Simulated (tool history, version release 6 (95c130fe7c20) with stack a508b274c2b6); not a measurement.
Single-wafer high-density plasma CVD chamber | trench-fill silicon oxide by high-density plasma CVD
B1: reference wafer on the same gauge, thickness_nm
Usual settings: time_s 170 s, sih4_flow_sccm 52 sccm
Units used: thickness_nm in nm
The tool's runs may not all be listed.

Run 1, day 0: usual settings; B1 894.981. Result: thickness_nm 857.493 nm.
Run 2, day 2.958: usual settings; B1 895.224. Result: thickness_nm 852.231 nm.
Run 3, day 5.208: usual settings but sih4_flow_sccm 44 sccm; B1 895.403. Result: thickness_nm 776.214 nm.
Run 4, day 7.183: usual settings but time_s 160 s; B1 895.555. Result: thickness_nm 805.486 nm.
Run 5, day 9.162: usual settings but time_s 160 s; B1 895.744. Result: thickness_nm 802.264 nm.
Run 6, day 11.504: usual settings; B1 896.469. Result: thickness_nm 860.866 nm.
Run 7, day 12.775: usual settings; B1 895.896. Result: thickness_nm 857.298 nm.
Run 8, day 15.038: usual settings; B1 896.355. Result: thickness_nm 857.654 nm.
Run 9, day 17.621: usual settings; B1 895.972. Result: thickness_nm 854.586 nm.
Run 10, day 22.279: usual settings; B1 896.095. Result: thickness_nm 863.816 nm.
Run 11, day 23.888: usual settings; B1 896.836. Result: thickness_nm 859.785 nm.
Run 12, day 25.604: usual settings; B1 895.523. Result: thickness_nm 873.654 nm.
Run 13, day 26.942: usual settings but sih4_flow_sccm 60 sccm; B1 895.823. Result: thickness_nm 955.208 nm.
Run 14, day 29.196: usual settings but sih4_flow_sccm 60 sccm; B1 895.74. Result: thickness_nm 954.113 nm.
Run 15, day 31.808: usual settings but sih4_flow_sccm 49 sccm; B1 895.088. Result: thickness_nm 843.577 nm.
Run 16, day 34.621: usual settings but sih4_flow_sccm 49 sccm; B1 896.216. Result: thickness_nm 838.314 nm.
Run 17, day 36.121: usual settings but sih4_flow_sccm 49 sccm; B1 895.847. Result: thickness_nm 800.297 nm.
Run 18, day 37.888: usual settings but time_s 160 s, sih4_flow_sccm 45 sccm; B1 895.772. Result: thickness_nm 714.945 nm.
Run 19, day 39.767: usual settings but time_s 183 s, sih4_flow_sccm 49 sccm; B1 896.921. Result: thickness_nm 860.282 nm.
Run 20, day 41.217: usual settings but time_s 141 s; B1 895.017. Result: thickness_nm 688.367 nm.
Run 21, day 42.796: usual settings but time_s 137 s, sih4_flow_sccm 44 sccm; B1 895.041. Result: thickness_nm 605.297 nm.
Run 22, day 44.658: usual settings but time_s 197 s, sih4_flow_sccm 45 sccm; B1 895.765. Result: thickness_nm 883.56 nm.
Run 23, day 45.867: usual settings; B1 896.095. Result: thickness_nm 834.488 nm.
Run 24, day 47.525: usual settings but time_s 182 s, sih4_flow_sccm 55 sccm; B1 895.447. Result: thickness_nm 919.246 nm.
Run 25, day 49.592: usual settings but time_s 179 s; B1 895.996. Result: thickness_nm 872.452 nm.
Run 26, day 51.542: usual settings but time_s 184 s; B1 896.168. Result: thickness_nm 897.992 nm.
Run 27, day 60.158: usual settings but time_s 184 s, sih4_flow_sccm 42 sccm; B1 895.156. Result: thickness_nm 799.704 nm.
Run 28, day 63: usual settings but sih4_flow_sccm 42 sccm; B1 896.537. Result: thickness_nm 736.868 nm.
Run 29, day 64.025: usual settings but sih4_flow_sccm 58 sccm; B1 895.417. Result: thickness_nm 893.162 nm.
Run 30, day 66.196: usual settings; B1 895.449. Result: thickness_nm 835.779 nm.
Run 31, day 68.579: usual settings but time_s 151 s; B1 895.917. Result: thickness_nm 738.478 nm.
Run 32, day 70.846: usual settings; B1 896.239. Result: thickness_nm 833.146 nm.
Run 33, day 72.012: usual settings but time_s 160 s; B1 895.863. Result: thickness_nm 786.544 nm.
Run 34, day 76.45: usual settings; B1 896.289. Result: thickness_nm 833.686 nm.

Put back what was entered between runs (3 entries, withheld): which listed runs does each sit between, and how does the hidden state differ from the listed run before to the listed run after?
Runs 11 to 12: silane flow controller replaced (day 25.1)
  delivered silane flow above the setpoint (%): 4.74 -> 7.53
  measured value less the no-hidden-state value, thickness_nm: +24.154 -> +38.364 nm
Runs 16 to 17: silane flow controller replaced, repeated, since the last time left the tool worse (day 35.621)
  delivered silane flow above the setpoint (%): 7.78 -> -0.749
  measured value less the no-hidden-state value, thickness_nm: +37.947 -> -3.67 nm
Runs 18 to 19: gauge calibrated (day 38.438)
  delivered silane flow above the setpoint (%): -0.701 -> -0.65
  measured value less the no-hidden-state value, thickness_nm: -3.07 -> -3.425 nm
